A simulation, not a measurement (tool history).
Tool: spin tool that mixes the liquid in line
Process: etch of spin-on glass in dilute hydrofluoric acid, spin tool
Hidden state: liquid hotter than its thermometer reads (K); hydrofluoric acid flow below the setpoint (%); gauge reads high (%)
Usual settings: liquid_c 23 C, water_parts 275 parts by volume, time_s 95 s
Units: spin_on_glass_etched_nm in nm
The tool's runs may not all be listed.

run   hour  liquid_c  water_parts  time_s  wafers since the last listed run  hours since the thermometer was replaced  hours since the hydrofluoric acid flow meter was replaced  hours since the gauge calibration  read-back film thickness of the spin-on glass reference wafer, read on the same gauge (nm)  spin_on_glass_etched_nm
  1      0        23          275      95                                 0                                    1038.5                                                      359.4                              180.8                                                                                      150.01                     8.45
  2      6        23          275      95                                69                                    1044.5                                                      365.4                              186.8                                                                                      149.99                     8.39
  3     14        23          275      95                                93                                    1052.5                                                      373.4                              194.8                                                                                         150                     8.43
  4   31.9        23          275      95                               208                                    1070.4                                                      391.3                              212.7                                                                                      149.98                     8.34
  5   39.5        23          275      95                                88                                      1078                                                      398.9                              220.3                                                                                      149.97                     8.28
  6   50.1        23          275      95                               123                                    1088.6                                                      409.5                              230.9                                                                                      150.03                     8.48
      55.2  -- thermometer replaced
  7   58.7        23          275      95                                88                                       3.5                                                      418.1                              239.5                                                                                      150.02                      7.6
  8   73.5        23          275      95                               172                                      18.3                                                      432.9                              254.3                                                                                      150.02                     7.79
  9   80.5        23          275      95                                81                                      25.3                                                      439.9                              261.3                                                                                      150.01                     7.67
 10   92.2        23          275      95                               136                                        37                                                      451.6                                273                                                                                      150.03                     7.76
     102.2  -- gauge calibrated
 11  103.5        23          275      95                               131                                      48.3                                                      462.9                                1.3                                                                                      150.02                     7.73
 12  114.3        23          275      95                               125                                      59.1                                                      473.7                               12.1                                                                                         150                     7.58
 13  120.4        19          230     130                                71                                      65.2                                                      479.8                               18.2                                                                                      149.99                    11.31
 14  137.2        23          275      95                               195                                        82                                                      496.6                                 35                                                                                      150.05                      7.7
 15  150.6      24.5          215      65                               156                                      95.4                                                        510                               48.4                                                                                      150.01                     7.48
 16  173.5      21.5          275      55                               267                                     118.3                                                      532.9                               71.3                                                                                         150                     4.14
 17  187.3        23          275     130                               160                                     132.1                                                      546.7                               85.1                                                                                      149.98                    10.45
 18  203.2        23          160      95                               185                                       148                                                      562.6                                101                                                                                      150.04                    14.96
 19  216.2        23          275      95                               151                                       161                                                      575.6                                114                                                                                      149.99                     7.66
 20  232.7      24.5          230      55                               192                                     177.5                                                      592.1                              130.5                                                                                      150.01                     5.92
     236.4  -- hydrofluoric acid flow meter replaced
 21  242.5        26          370      55                               102                                     187.3                                                        6.1                              140.3                                                                                      149.98                     3.47
 22  259.2      20.5          275      95                               194                                       204                                                       22.8                                157                                                                                      150.01                     7.32
 23  270.2        26          390     130                               128                                       215                                                       33.8                                168                                                                                      150.02                     7.67
 24  284.9        19          385      80                               171                                     229.7                                                       48.5                              182.7                                                                                      149.97                     3.78
 25  295.5        23          275      95                               123                                     240.3                                                       59.1                              193.3                                                                                      149.97                     8.02
 26  304.9        27          275      45                               109                                     249.7                                                       68.5                              202.7                                                                                      149.98                     4.33
 27  317.4        23          275     110                               145                                     262.2                                                         81                              215.2                                                                                      150.01                     9.25
 28  332.4      26.5          275      75                               174                                     277.2                                                         96                              230.2                                                                                      150.01                     7.12
 29  342.9        23          275      95                               122                                     287.7                                                      106.5                              240.7                                                                                      149.99                     7.85
 30  355.5        23          275     140                               146                                     300.3                                                      119.1                              253.3                                                                                      149.96                    11.91
 31  365.9        23          275      95                               121                                     310.7                                                      129.5                              263.7                                                                                         150                     7.97
 32  380.3        20          150      65                               167                                     325.1                                                      143.9                              278.1                                                                                      150.04                    10.43
 33  397.6        26          360      80                               201                                     342.4                                                      161.2                              295.4                                                                                      150.04                     5.32
 34  411.6        23          395      95                               163                                     356.4                                                      175.2                              309.4                                                                                      149.99                     4.94
 35  424.2        23          230      45                               146                                       369                                                      187.8                                322                                                                                      149.98                     4.69

3 ways to go on from here, each from the tool as it stands after run 35. What would each give?
  A  424.6        23          275      95                                 4                                     369.4                                                      188.2                              322.4                                                                                           ?                        ?
  B  424.6        23          230     110                                 4                                     369.4                                                      188.2                              322.4                                                                                           ?                        ?
  C  424.6        23          225     125                                 4                                     369.4                                                      188.2                              322.4                                                                                           ?                        ?

run  read-back film thickness of the spin-on glass reference wafer, read on the same gauge (nm)  spin_on_glass_etched_nm
  A                                                                                      149.99                     7.88
  B                                                                                      149.99                    11.43
  C                                                                                      149.99                    13.35
Without the tool's hidden state the same runs would have given:
run  spin_on_glass_etched_nm
  A                     7.79
  B                    11.27
  C                    13.16
